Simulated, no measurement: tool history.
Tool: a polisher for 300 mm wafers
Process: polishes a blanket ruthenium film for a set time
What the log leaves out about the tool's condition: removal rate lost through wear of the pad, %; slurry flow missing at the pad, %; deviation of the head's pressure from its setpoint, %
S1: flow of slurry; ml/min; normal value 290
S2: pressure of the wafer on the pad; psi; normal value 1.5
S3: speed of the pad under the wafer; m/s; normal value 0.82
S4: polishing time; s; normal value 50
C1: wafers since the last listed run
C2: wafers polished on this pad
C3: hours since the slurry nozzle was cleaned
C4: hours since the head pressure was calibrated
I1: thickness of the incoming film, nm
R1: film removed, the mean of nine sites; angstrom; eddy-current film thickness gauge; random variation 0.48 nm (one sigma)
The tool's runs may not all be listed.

| run | hour | S1 | S2 | S3 | S4 | C1 | C2 | C3 | C4 | I1 | R1 |
|---|---|---|---|---|---|---|---|---|---|---|---|
| 1 | 0.0 | 290 | 1.3 | 0.82 | 50 | 0 | 3038 | 177.3 | 212.4 | 384.0 | 308 |
| 2 | 46.5 | 290 | 1.3 | 0.82 | 50 | 560 | 3598 | 223.8 | 258.9 | 389.0 | 295 |
| 3 | 92.4 | 310 | 1.5 | 0.82 | 50 | 553 | 4151 | 269.7 | 304.8 | 387.4 | 342 |
|  | 105.8 | worn pad replaced by a new one |
| 4 | 131.5 | 310 | 1.5 | 0.82 | 50 | 423 | 309 | 308.8 | 343.9 | 391.2 | 384 |
|  | 163.4 | slurry nozzle cleaned |
| 5 | 163.9 | 310 | 1.5 | 0.82 | 50 | 378 | 687 | 0.5 | 376.3 | 385.3 | 373 |
| 6 | 228.8 | 290 | 1.5 | 0.82 | 50 | 782 | 1470 | 65.4 | 441.2 | 389.8 | 362 |
|  | 245.0 | head pressure recalibrated |
| 7 | 259.8 | 290 | 1.5 | 0.82 | 50 | 349 | 1819 | 96.4 | 14.8 | 397.8 | 383 |
| 8 | 302.1 | 290 | 1.5 | 0.82 | 50 | 509 | 2329 | 138.7 | 57.1 | 387.2 | 367 |
| 9 | 357.7 | 290 | 1.5 | 0.82 | 50 | 670 | 2999 | 194.3 | 112.7 | 391.4 | 356 |
| 10 | 385.5 | 290 | 1.8 | 0.82 | 38 | 335 | 3334 | 222.1 | 140.5 | 394.7 | 324 |
| 11 | 435.0 | 290 | 1.8 | 0.82 | 38 | 596 | 3931 | 271.6 | 190.0 | 387.4 | 315 |
| 12 | 462.4 | 290 | 1.5 | 0.82 | 50 | 330 | 4261 | 299.0 | 217.4 | 389.5 | 351 |
|  | 479.4 | worn pad replaced by a new one |
|  | 483.8 | slurry nozzle cleaned |
| 13 | 590.8 | 290 | 1.3 | 0.82 | 41 | 1487 | 1330 | 107.0 | 345.8 | 391.3 | 256 |
| 14 | 640.4 | 290 | 1.5 | 0.82 | 50 | 597 | 1928 | 156.6 | 395.4 | 390.7 | 362 |
| 15 | 668.2 | 290 | 1.5 | 0.82 | 50 | 335 | 2263 | 184.4 | 423.2 | 388.8 | 350 |
| 16 | 790.2 | 290 | 1.5 | 0.82 | 50 | 1470 | 3733 | 306.4 | 545.2 | 388.4 | 347 |
|  | 827.2 | head pressure recalibrated |
| 17 | 827.7 | 290 | 1.5 | 0.82 | 50 | 427 | 4161 | 343.9 | 0.5 | 388.9 | 361 |
|  | 842.2 | slurry nozzle cleaned |
| 18 | 851.1 | 290 | 1.5 | 0.82 | 50 | 269 | 4431 | 8.9 | 23.9 | 383.3 | 356 |
|  | 875.1 | worn pad replaced by a new one |
| 19 | 920.0 | 290 | 1.5 | 0.82 | 50 | 782 | 541 | 77.8 | 92.8 | 389.8 | 384 |
| 20 | 959.8 | 255 | 1.5 | 0.62 | 50 | 479 | 1020 | 117.6 | 132.6 | 396.3 | 288 |
| 21 | 1016.4 | 290 | 1.5 | 0.82 | 50 | 682 | 1702 | 174.2 | 189.2 | 388.4 | 359 |
| 22 | 1058.7 | 290 | 1.8 | 0.82 | 50 | 509 | 2212 | 216.5 | 231.5 | 391.8 | 421 |
| 23 | 1127.6 | 320 | 1.1 | 0.82 | 34 | 830 | 3043 | 285.4 | 300.4 | 387.1 | 174 |
| 24 | 1154.6 | 315 | 1.7 | 0.92 | 60 | 325 | 3368 | 312.4 | 327.4 | 390.5 | 519 |
|  | 1193.0 | worn pad replaced by a new one |
| 25 | 1216.7 | 360 | 2.0 | 0.60 | 50 | 700 | 285 | 374.5 | 389.5 | 394.0 | 407 |
|  | 1266.7 | slurry nozzle cleaned |
| 26 | 1273.7 | 325 | 1.9 | 0.82 | 45 | 674 | 960 | 7.0 | 446.5 | 392.0 | 435 |
|  | 1284.1 | head pressure recalibrated |
| 27 | 1453.1 | 360 | 1.8 | 0.82 | 50 | 2138 | 3098 | 186.4 | 169.0 | 390.5 | 438 |
| 28 | 1493.5 | 290 | 1.2 | 0.82 | 50 | 486 | 3585 | 226.8 | 209.4 | 390.6 | 280 |
| 29 | 1526.8 | 215 | 1.9 | 1.06 | 44 | 401 | 3986 | 260.1 | 242.7 | 392.1 | 459 |
|  | 1532.5 | worn pad replaced by a new one |
| 30 | 1598.2 | 290 | 1.5 | 0.82 | 50 | 812 | 791 | 331.5 | 314.1 | 394.6 | 369 |
|  | 1644.9 | slurry nozzle cleaned |
| 31 | 1660.9 | 290 | 1.8 | 0.82 | 58 | 743 | 1535 | 16.0 | 376.8 | 387.8 | 508 |
| 32 | 1689.1 | 210 | 1.5 | 0.58 | 66 | 339 | 1875 | 44.2 | 405.0 | 388.6 | 345 |
| 33 | 1726.7 | 265 | 1.5 | 1.08 | 50 | 453 | 2328 | 81.8 | 442.6 | 390.2 | 436 |
| 34 | 1764.1 | 290 | 1.5 | 0.82 | 56 | 450 | 2779 | 119.2 | 480.0 | 383.2 | 383 |
| 35 | 1792.1 | 290 | 1.0 | 0.82 | 67 | 337 | 3116 | 147.2 | 508.0 | 390.6 | 308 |
|  | 1814.3 | head pressure recalibrated |
| 36 | 1848.2 | 290 | 1.5 | 0.82 | 50 | 652 | 3768 | 203.3 | 33.9 | 387.6 | 357 |

Describe how what the log doesn't record of the tool's condition differs between the last listed run preceding each entry between runs and the first listed run following it.
Logged between run 3 and run 4: worn pad replaced by a new one (hour 105.8)
  removal rate lost through wear of the pad, %: 13.5 -> 3.38; deviation of the head's pressure from its setpoint, %: -4.55 -> -4.73
  the result without the hidden state subtracted from the measured one, R1: -72 -> -34 angstrom
Logged between run 4 and run 5: slurry nozzle cleaned (hour 163.4)
  removal rate lost through wear of the pad, %: 3.38 -> 5.71; deviation of the head's pressure from its setpoint, %: -4.73 -> -4.85
  the result without the hidden state subtracted from the measured one, R1: -34 -> -42 angstrom
Logged between run 6 and run 7: head pressure recalibrated (hour 245.0)
  removal rate lost through wear of the pad, %: 8.89 -> 9.91; deviation of the head's pressure from its setpoint, %: -5.04 -> -0.265
  the result without the hidden state subtracted from the measured one, R1: -57 -> -43 angstrom
Logged between run 12 and run 13: worn pad replaced by a new one (hour 479.4); slurry nozzle cleaned (hour 483.8)
  removal rate lost through wear of the pad, %: 12.8 -> 7.75; deviation of the head's pressure from its setpoint, %: -3.48 -> -4.26
  the result without the hidden state subtracted from the measured one, R1: -66 -> -34 angstrom
Logged between run 16 and run 17: head pressure recalibrated (hour 827.2)
  removal rate lost through wear of the pad, %: 11.8 -> 12; deviation of the head's pressure from its setpoint, %: -4.75 -> -0.332
  the result without the hidden state subtracted from the measured one, R1: -66 -> -51 angstrom
Logged between run 17 and run 18: slurry nozzle cleaned (hour 842.2)
  removal rate lost through wear of the pad, %: 12 -> 12.2; deviation of the head's pressure from its setpoint, %: -0.332 -> -0.966
  the result without the hidden state subtracted from the measured one, R1: -51 -> -54 angstrom
Logged between run 18 and run 19: worn pad replaced by a new one (hour 875.1)
  removal rate lost through wear of the pad, %: 12.2 -> 5.91; deviation of the head's pressure from its setpoint, %: -0.966 -> -2.41
  the result without the hidden state subtracted from the measured one, R1: -54 -> -34 angstrom
Logged between run 24 and run 25: worn pad replaced by a new one (hour 1193.0)
  removal rate lost through wear of the pad, %: 13.3 -> 2.95; deviation of the head's pressure from its setpoint, %: -4.64 -> -4.88
  the result without the hidden state subtracted from the measured one, R1: -108 -> -34 angstrom
Logged between run 25 and run 26: slurry nozzle cleaned (hour 1266.7)
  removal rate lost through wear of the pad, %: 2.95 -> 6.75; deviation of the head's pressure from its setpoint, %: -4.88 -> -5.04
  the result without the hidden state subtracted from the measured one, R1: -34 -> -56 angstrom
Logged between run 26 and run 27: head pressure recalibrated (hour 1284.1)
  removal rate lost through wear of the pad, %: 6.75 -> 11.7; deviation of the head's pressure from its setpoint, %: -5.04 -> -3.59
  the result without the hidden state subtracted from the measured one, R1: -56 -> -76 angstrom
Logged between run 29 and run 30: worn pad replaced by a new one (hour 1532.5)
  removal rate lost through wear of the pad, %: 12.4 -> 5.85; deviation of the head's pressure from its setpoint, %: -4.26 -> -4.69
  the result without the hidden state subtracted from the measured one, R1: -88 -> -43 angstrom
Logged between run 30 and run 31: slurry nozzle cleaned (hour 1644.9)
  removal rate lost through wear of the pad, %: 5.85 -> 8.76; deviation of the head's pressure from its setpoint, %: -4.69 -> -4.95
  the result without the hidden state subtracted from the measured one, R1: -43 -> -78 angstrom
Logged between run 35 and run 36: head pressure recalibrated (hour 1814.3)
  removal rate lost through wear of the pad, %: 11.6 -> 12.2; deviation of the head's pressure from its setpoint, %: -5.27 -> -1.62
  the result without the hidden state subtracted from the measured one, R1: -60 -> -56 angstrom
